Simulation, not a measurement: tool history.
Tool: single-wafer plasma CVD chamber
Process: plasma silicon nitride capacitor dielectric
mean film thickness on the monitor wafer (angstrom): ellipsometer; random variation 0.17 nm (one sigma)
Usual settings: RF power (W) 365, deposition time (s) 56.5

run,hour,RF power (W),deposition time (s),wafers since the last listed run,hours since the last RF generator calibration,hours since the showerhead was replaced,hours since the gauge calibration,"read-back reference wafer on the same gauge, thickness_nm",mean film thickness on the monitor wafer (angstrom)
1,0.0,365,56.5,0,379.2,5941.5,192.5,85.175,774.93
2,67.7,365,56.5,825,446.9,6009.2,260.2,85.224,777.27
3,169.0,365,56.5,1234,548.2,6110.5,361.5,85.180,778.32
4,270.6,365,54.0,1238,649.8,6212.1,463.1,85.189,740.97
5,350.8,365,54.0,977,730.0,6292.3,543.3,85.165,740.16
6,393.8,365,56.5,524,773.0,6335.3,586.3,85.168,775.37
7,499.5,365,56.5,1288,878.7,6441.0,692.0,85.168,777.09
8,575.4,365,56.5,924,954.6,6516.9,767.9,85.221,772.11
9,676.9,365,56.5,1236,1056.1,6618.4,869.4,85.217,773.14
10,733.5,365,56.5,689,1112.7,6675.0,926.0,85.149,772.20
11,811.3,345,61.5,948,1190.5,6752.8,1003.8,85.206,818.37
# hour 834.1: gauge calibrated
12,852.2,345,61.5,498,1231.4,6793.7,18.1,85.215,816.05
13,918.9,365,63.0,812,1298.1,6860.4,84.8,85.176,859.22
14,969.7,415,52.4,619,1348.9,6911.2,135.6,85.184,760.22
15,1073.6,365,56.5,1266,1452.8,7015.1,239.5,85.192,769.84
16,1121.0,335,53.6,577,1500.2,7062.5,286.9,85.215,694.94
# hour 1182.8: showerhead replaced
17,1212.7,430,63.6,1020,1591.9,29.9,378.6,85.216,934.98
18,1314.5,365,66.7,1240,1693.7,131.7,480.4,85.166,903.39
19,1373.2,405,51.0,715,1752.4,190.4,539.1,85.218,725.86
# hour 1442.3: RF generator calibrated
20,1478.6,420,51.8,1187,36.3,295.8,644.5,85.186,766.32
21,1531.3,390,63.9,642,89.0,348.5,697.2,85.198,907.46
22,1588.3,365,52.0,694,146.0,405.5,754.2,85.210,715.66
23,1632.7,385,46.1,541,190.4,449.9,798.6,85.184,651.99
24,1673.7,390,45.9,499,231.4,490.9,839.6,85.187,656.19
25,1720.2,365,56.5,566,277.9,537.4,886.1,85.201,780.78
26,1768.3,345,61.0,586,326.0,585.5,934.2,85.207,818.98
# hour 1795.3: gauge calibrated
27,1836.6,365,56.5,832,394.3,653.8,41.3,85.183,779.45

3 ways to go on from here, each from the tool as it stands after run 27. What would each give?
A,1837.0,365,56.5,4,394.7,654.2,41.7,?,?
B,1837.0,340,61.1,4,394.7,654.2,41.7,?,?
C,1837.0,335,65.0,4,394.7,654.2,41.7,?,?

run,"read-back reference wafer on the same gauge, thickness_nm",mean film thickness on the monitor wafer (angstrom)
A,85.200,777.48
B,85.200,810.13
C,85.200,854.96
Without the tool's hidden state the same runs would have given:
run,mean film thickness on the monitor wafer (angstrom)
A,779.03
B,811.74
C,856.66

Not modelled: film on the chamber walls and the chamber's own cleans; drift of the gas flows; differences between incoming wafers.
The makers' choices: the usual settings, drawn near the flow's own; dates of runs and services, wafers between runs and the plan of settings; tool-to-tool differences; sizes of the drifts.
